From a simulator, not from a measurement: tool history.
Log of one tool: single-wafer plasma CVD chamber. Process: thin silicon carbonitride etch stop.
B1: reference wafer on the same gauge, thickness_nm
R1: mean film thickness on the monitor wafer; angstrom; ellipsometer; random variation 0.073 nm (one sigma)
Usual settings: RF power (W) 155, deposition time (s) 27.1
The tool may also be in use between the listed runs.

{"run": 1, "hour": 0.0, "RF power (W)": 155, "deposition time (s)": 27.1, "B1": 12.794, "R1": 127.77}
{"run": 2, "hour": 33.5, "RF power (W)": 155, "deposition time (s)": 27.1, "B1": 12.767, "R1": 129.78}
{"run": 3, "hour": 49.9, "RF power (W)": 155, "deposition time (s)": 27.1, "B1": 12.767, "R1": 127.82}
{"run": 4, "hour": 76.5, "RF power (W)": 155, "deposition time (s)": 27.1, "B1": 12.752, "R1": 126.96}
{"run": 5, "hour": 98.6, "RF power (W)": 165, "deposition time (s)": 27.1, "B1": 12.72, "R1": 131.21}
{"run": 6, "hour": 123.3, "RF power (W)": 165, "deposition time (s)": 27.1, "B1": 12.723, "R1": 131.07}
{"run": 7, "hour": 151.4, "RF power (W)": 165, "deposition time (s)": 27.1, "B1": 12.713, "R1": 130.7}
{"run": 8, "hour": 181.8, "RF power (W)": 175, "deposition time (s)": 27.1, "B1": 12.676, "R1": 136.54}
{"hour": 209.9, "done": "RF generator calibrated"}
{"run": 9, "hour": 213.8, "RF power (W)": 175, "deposition time (s)": 27.1, "B1": 12.659, "R1": 135.25}
{"run": 10, "hour": 227.9, "RF power (W)": 175, "deposition time (s)": 27.1, "B1": 12.654, "R1": 135.89}
{"hour": 242.9, "done": "gauge calibrated"}
{"run": 11, "hour": 243.1, "RF power (W)": 165, "deposition time (s)": 22.0, "B1": 13.019, "R1": 108.42}
{"hour": 263.9, "done": "thermocouple changed; heater temperature recalibrated"}
{"hour": 264.0, "done": "showerhead replaced"}
{"run": 12, "hour": 277.5, "RF power (W)": 175, "deposition time (s)": 27.1, "B1": 13.019, "R1": 137.9}
{"run": 13, "hour": 311.2, "RF power (W)": 145, "deposition time (s)": 30.2, "B1": 12.991, "R1": 139.72}
{"run": 14, "hour": 341.7, "RF power (W)": 180, "deposition time (s)": 29.1, "B1": 12.979, "R1": 149.47}
{"run": 15, "hour": 376.1, "RF power (W)": 180, "deposition time (s)": 25.2, "B1": 12.962, "R1": 131.63}
{"run": 16, "hour": 398.4, "RF power (W)": 155, "deposition time (s)": 27.1, "B1": 12.948, "R1": 130.05}
{"run": 17, "hour": 423.4, "RF power (W)": 180, "deposition time (s)": 22.8, "B1": 12.925, "R1": 116.98}
{"run": 18, "hour": 459.4, "RF power (W)": 185, "deposition time (s)": 23.6, "B1": 12.918, "R1": 123.84}
{"run": 19, "hour": 493.6, "RF power (W)": 170, "deposition time (s)": 22.3, "B1": 12.888, "R1": 111.64}
{"run": 20, "hour": 527.8, "RF power (W)": 155, "deposition time (s)": 27.1, "B1": 12.868, "R1": 128.97}
{"run": 21, "hour": 548.7, "RF power (W)": 140, "deposition time (s)": 24.0, "B1": 12.861, "R1": 108.54}

Forecast each of these 3 alternatives for the next run:
{"run": "A", "hour": 549.1, "RF power (W)": 155, "deposition time (s)": 27.1, "B1": "?", "R1": "?"}
{"run": "B", "hour": 549.1, "RF power (W)": 180, "deposition time (s)": 24.3, "B1": "?", "R1": "?"}
{"run": "C", "hour": 549.1, "RF power (W)": 130, "deposition time (s)": 27.1, "B1": "?", "R1": "?"}

run=A B1=12.858 R1=129.59
run=B B1=12.858 R1=124.96
run=C B1=12.858 R1=117.71
Without the tool's hidden state the same runs would have given:
run=A R1=130.89
run=B R1=126.22
run=C R1=118.89

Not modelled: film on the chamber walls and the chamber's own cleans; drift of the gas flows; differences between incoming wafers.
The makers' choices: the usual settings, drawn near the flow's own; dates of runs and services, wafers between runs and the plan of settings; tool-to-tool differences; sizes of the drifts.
